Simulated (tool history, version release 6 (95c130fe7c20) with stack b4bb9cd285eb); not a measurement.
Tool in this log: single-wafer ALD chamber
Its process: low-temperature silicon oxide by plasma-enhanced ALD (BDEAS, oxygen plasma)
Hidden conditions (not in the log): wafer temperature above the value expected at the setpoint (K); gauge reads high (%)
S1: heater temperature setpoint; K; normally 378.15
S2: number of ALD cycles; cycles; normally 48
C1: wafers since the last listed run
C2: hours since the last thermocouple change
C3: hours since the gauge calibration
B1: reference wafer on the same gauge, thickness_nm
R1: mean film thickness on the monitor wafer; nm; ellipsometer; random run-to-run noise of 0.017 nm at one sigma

Run 1, hour 0: usual settings but S2 55 cycles; C1 0; C2 610.7; C3 365.4; B1 8.081. Result: R1 7.753 nm.
Run 2, hour 31: usual settings but S2 55 cycles; C1 184; C2 641.7; C3 396.4; B1 8.078. Result: R1 7.714 nm.
Run 3, hour 46.1: usual settings but S2 55 cycles; C1 89; C2 656.8; C3 411.5; B1 8.079. Result: R1 7.747 nm.
Run 4, hour 76.4: usual settings; C1 180; C2 687.1; C3 441.8; B1 8.07. Result: R1 6.75 nm.
Run 5, hour 101.1: usual settings; C1 146; C2 711.8; C3 466.5; B1 8.075. Result: R1 6.752 nm.
Run 6, hour 131.3: usual settings; C1 179; C2 742; C3 496.7; B1 8.092. Result: R1 6.771 nm.
Run 7, hour 156.6: usual settings but S1 369.15 K; C1 150; C2 767.3; C3 522; B1 8.084. Result: R1 6.961 nm.
Run 8, hour 182.9: usual settings; C1 156; C2 793.6; C3 548.3; B1 8.072. Result: R1 6.779 nm.
Run 9, hour 195.7: usual settings; C1 76; C2 806.4; C3 561.1; B1 8.08. Result: R1 6.768 nm.
Run 10, hour 301.1: usual settings but S1 384.15 K; C1 626; C2 911.8; C3 666.5; B1 8.086. Result: R1 6.722 nm.
Run 11, hour 318.4: usual settings but S1 384.15 K; C1 102; C2 929.1; C3 683.8; B1 8.081. Result: R1 6.697 nm.
Run 12, hour 338.8: usual settings but S1 384.15 K; C1 121; C2 949.5; C3 704.2; B1 8.077. Result: R1 6.686 nm.
Run 13, hour 359.3: usual settings; C1 121; C2 970; C3 724.7; B1 8.082. Result: R1 6.763 nm.
Run 14, hour 387.1: usual settings; C1 165; C2 997.8; C3 752.5; B1 8.081. Result: R1 6.791 nm.
Run 15, hour 399.5: usual settings; C1 73; C2 1010.2; C3 764.9; B1 8.076. Result: R1 6.787 nm.
Run 16, hour 428.9: usual settings; C1 174; C2 1039.6; C3 794.3; B1 8.078. Result: R1 6.773 nm.
Run 17, hour 443.6: usual settings; C1 87; C2 1054.3; C3 809; B1 8.08. Result: R1 6.814 nm.
Run 18, hour 540.8: usual settings; C1 578; C2 1151.5; C3 906.2; B1 8.077. Result: R1 6.802 nm.
Run 19, hour 553.4: usual settings; C1 74; C2 1164.1; C3 918.8; B1 8.073. Result: R1 6.794 nm.
Run 20, hour 588.8: usual settings; C1 210; C2 1199.5; C3 954.2; B1 8.078. Result: R1 6.826 nm.
Run 21, hour 604.1: usual settings; C1 91; C2 1214.8; C3 969.5; B1 8.08. Result: R1 6.787 nm.
At hour 611.1: gauge calibrated.
Run 22, hour 624.7: usual settings but S1 392.15 K, S2 38 cycles; C1 122; C2 1235.4; C3 13.6; B1 8.083. Result: R1 5.252 nm.
Run 23, hour 639.9: usual settings; C1 90; C2 1250.6; C3 28.8; B1 8.08. Result: R1 6.822 nm.
Run 24, hour 658.7: usual settings but S1 388.15 K, S2 52 cycles; C1 111; C2 1269.4; C3 47.6; B1 8.077. Result: R1 7.267 nm.
Run 25, hour 688.8: usual settings but S1 386.15 K, S2 55 cycles; C1 179; C2 1299.5; C3 77.7; B1 8.087. Result: R1 7.708 nm.
At hour 715.2: thermocouple changed; heater temperature recalibrated.
Run 26, hour 720.1: usual settings but S1 370.15 K, S2 42 cycles; C1 138; C2 4.9; C3 109; B1 8.086. Result: R1 6.021 nm.
Run 27, hour 732.4: usual settings but S1 383.15 K, S2 44 cycles; C1 73; C2 17.2; C3 121.3; B1 8.078. Result: R1 6.123 nm.
Run 28, hour 751.8: usual settings; C1 115; C2 36.6; C3 140.7; B1 8.079. Result: R1 6.781 nm.
Run 29, hour 766: usual settings but S1 389.15 K, S2 39 cycles; C1 84; C2 50.8; C3 154.9; B1 8.074. Result: R1 5.348 nm.
Run 30, hour 785.8: usual settings but S2 56 cycles; C1 117; C2 70.6; C3 174.7; B1 8.078. Result: R1 7.863 nm.
Run 31, hour 807.4: usual settings but S1 374.15 K, S2 41 cycles; C1 128; C2 92.2; C3 196.3; B1 8.079. Result: R1 5.81 nm.
Run 32, hour 833.1: usual settings but S1 385.15 K, S2 44 cycles; C1 152; C2 117.9; C3 222; B1 8.084. Result: R1 6.094 nm.
Run 33, hour 858.5: usual settings but S2 57 cycles; C1 151; C2 143.3; C3 247.4; B1 8.082. Result: R1 8.034 nm.
Run 34, hour 881.9: usual settings; C1 139; C2 166.7; C3 270.8; B1 8.071. Result: R1 6.748 nm.
Run 35, hour 894.5: usual settings but S1 368.15 K, S2 43 cycles; C1 74; C2 179.3; C3 283.4; B1 8.084. Result: R1 6.232 nm.
Run 36, hour 920.6: usual settings but S1 390.15 K, S2 41 cycles; C1 155; C2 205.4; C3 309.5; B1 8.087. Result: R1 5.628 nm.
Run 37, hour 937.2: usual settings but S1 388.15 K, S2 41 cycles; C1 98; C2 222; C3 326.1; B1 8.079. Result: R1 5.658 nm.
Run 38, hour 958.8: usual settings but S2 54 cycles; C1 128; C2 243.6; C3 347.7; B1 8.075. Result: R1 7.585 nm.
Run 39, hour 973.3: usual settings; C1 86; C2 258.1; C3 362.2; B1 8.082. Result: R1 6.754 nm.
Run 40, hour 992: usual settings but S2 42 cycles; C1 111; C2 276.8; C3 380.9; B1 8.074. Result: R1 5.883 nm.
Run 41, hour 1016.3: usual settings but S1 383.15 K, S2 54 cycles; C1 144; C2 301.1; C3 405.2; B1 8.081. Result: R1 7.505 nm.

For each entry between runs, how does the tool's hidden state at the last listed run before it compare with that at the first listed run after it?
Between runs 21 and 22: gauge calibrated (hour 611.1)
  wafer temperature above the value expected at the setpoint (K): -4.09 -> -4.26
  measured result minus the result with no hidden state, R1: +0.053 -> +0.043 nm
Between runs 25 and 26: thermocouple changed; heater temperature recalibrated (hour 715.2)
  wafer temperature above the value expected at the setpoint (K): -4.8 -> 0.784
  measured result minus the result with no hidden state, R1: +0.071 -> -0.017 nm
